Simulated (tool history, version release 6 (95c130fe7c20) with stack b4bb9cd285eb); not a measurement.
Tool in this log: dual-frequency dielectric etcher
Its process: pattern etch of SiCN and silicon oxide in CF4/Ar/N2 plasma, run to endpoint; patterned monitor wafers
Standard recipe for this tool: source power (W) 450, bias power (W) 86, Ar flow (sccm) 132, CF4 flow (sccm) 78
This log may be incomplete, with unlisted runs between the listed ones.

run,hour,source power (W),bias power (W),Ar flow (sccm),CF4 flow (sccm),wafers since the last listed run,hours since the last wet clean,hours since the last source power generator calibration,hours since the last bias power generator calibration,hours since the last Ar flow controller change,hours since the last CF4 flow controller change,hours since the last upper electrode change,"incoming incoming film thickness, nm",endpoint time (s)
1,0.0,450,86,132,78,0,0.5,2372.0,2390.0,5848.4,4723.1,4640.6,9.62,10.5
2,45.4,450,86,132,78,488,45.9,2417.4,2435.4,5893.8,4768.5,4686.0,9.58,10.4
3,91.6,450,86,132,78,497,92.1,2463.6,2481.6,5940.0,4814.7,4732.2,9.66,10.4
4,191.4,450,86,132,78,1074,191.9,2563.4,2581.4,6039.8,4914.5,4832.0,9.56,10.1
5,230.9,450,86,132,78,425,231.4,2602.9,2620.9,6079.3,4954.0,4871.5,9.66,10.1
6,335.1,450,86,132,78,1122,335.6,2707.1,2725.1,6183.5,5058.2,4975.7,9.63,9.9
# hour 347.0: Ar flow controller replaced
# hour 410.7: wet clean of the chamber
7,416.1,450,69,132,78,549,5.4,2788.1,2806.1,69.1,5139.2,5056.7,9.60,11.1
# hour 502.8: upper electrode replaced
8,503.3,450,69,132,78,680,92.6,2875.3,2893.3,156.3,5226.4,0.5,9.58,11.0
9,557.5,450,69,132,78,583,146.8,2929.5,2947.5,210.5,5280.6,54.7,9.63,11.0
10,613.8,450,86,132,78,606,203.1,2985.8,3003.8,266.8,5336.9,111.0,9.61,10.2
# hour 678.8: bias power generator calibrated
11,706.5,450,86,132,78,955,295.8,3078.5,27.7,359.5,5429.6,203.7,9.63,10.0
# hour 769.6: wet clean of the chamber
12,811.5,510,103,159,65,872,41.9,3183.5,132.7,464.5,5534.6,308.7,9.70,9.9
# hour 874.1: source power generator calibrated
13,924.1,480,73,156,78,1169,154.5,50.0,245.3,577.1,5647.2,421.3,9.66,10.6
14,993.7,380,70,117,85,749,224.1,119.6,314.9,646.7,5716.8,490.9,9.68,11.5
# hour 1016.7: CF4 flow controller replaced
15,1063.4,500,98,132,78,686,293.8,189.3,384.6,716.4,46.7,560.6,9.62,9.1
16,1129.1,450,86,154,68,707,359.5,255.0,450.3,782.1,112.4,626.3,9.58,10.4
# hour 1163.3: wet clean of the chamber
17,1191.2,380,65,108,93,410,27.9,317.1,512.4,844.2,174.5,688.4,9.47,11.4
18,1244.4,450,86,160,78,573,81.1,370.3,565.6,897.4,227.7,741.6,9.62,10.7
19,1336.1,410,86,119,62,987,172.8,462.0,657.3,989.1,319.4,833.3,9.57,11.0
20,1407.6,450,86,146,78,770,244.3,533.5,728.8,1060.6,390.9,904.8,9.62,10.3
21,1462.6,450,86,132,78,592,299.3,588.5,783.8,1115.6,445.9,959.8,9.58,9.9
# hour 1500.2: wet clean of the chamber
22,1527.1,390,93,109,91,436,26.9,653.0,848.3,1180.1,510.4,1024.3,9.60,10.5
23,1618.0,450,105,103,78,979,117.8,743.9,939.2,1271.0,601.3,1115.2,9.59,9.3

Across each entry between runs, compare the hidden state at the last listed run before it with the hidden state at the first listed run after it:
Run 6 -> run 7: Ar flow controller replaced (hour 347.0); wet clean of the chamber (hour 410.7)
  etch rate over this chamber's usual, %: 4.69 -> -0.214
  measured result minus the result with no hidden state, endpoint time (s): -0.5 -> +0.1
Run 7 -> run 8: upper electrode replaced (hour 502.8)
  etch rate over this chamber's usual, %: -0.214 -> 0.964
  measured result minus the result with no hidden state, endpoint time (s): +0.1 -> -0.1
Run 10 -> run 11: bias power generator calibrated (hour 678.8)
  etch rate over this chamber's usual, %: 2.46 -> 3.71
  measured result minus the result with no hidden state, endpoint time (s): -0.2 -> -0.4
Run 11 -> run 12: wet clean of the chamber (hour 769.6)
  etch rate over this chamber's usual, %: 3.71 -> -0.213
  measured result minus the result with no hidden state, endpoint time (s): -0.4 -> +0.1
Run 12 -> run 13: source power generator calibrated (hour 874.1)
  etch rate over this chamber's usual, %: -0.213 -> 1.31
  measured result minus the result with no hidden state, endpoint time (s): +0.1 -> -0.2
Run 14 -> run 15: CF4 flow controller replaced (hour 1016.7)
  etch rate over this chamber's usual, %: 2.25 -> 3.19
  measured result minus the result with no hidden state, endpoint time (s): -0.3 -> -0.3
Run 16 -> run 17: wet clean of the chamber (hour 1163.3)
  etch rate over this chamber's usual, %: 4.08 -> 0.395
  measured result minus the result with no hidden state, endpoint time (s): -0.4 -> -0.1
Run 21 -> run 22: wet clean of the chamber (hour 1500.2)
  etch rate over this chamber's usual, %: 4.06 -> -0.459
  measured result minus the result with no hidden state, endpoint time (s): -0.4 -> +0.0
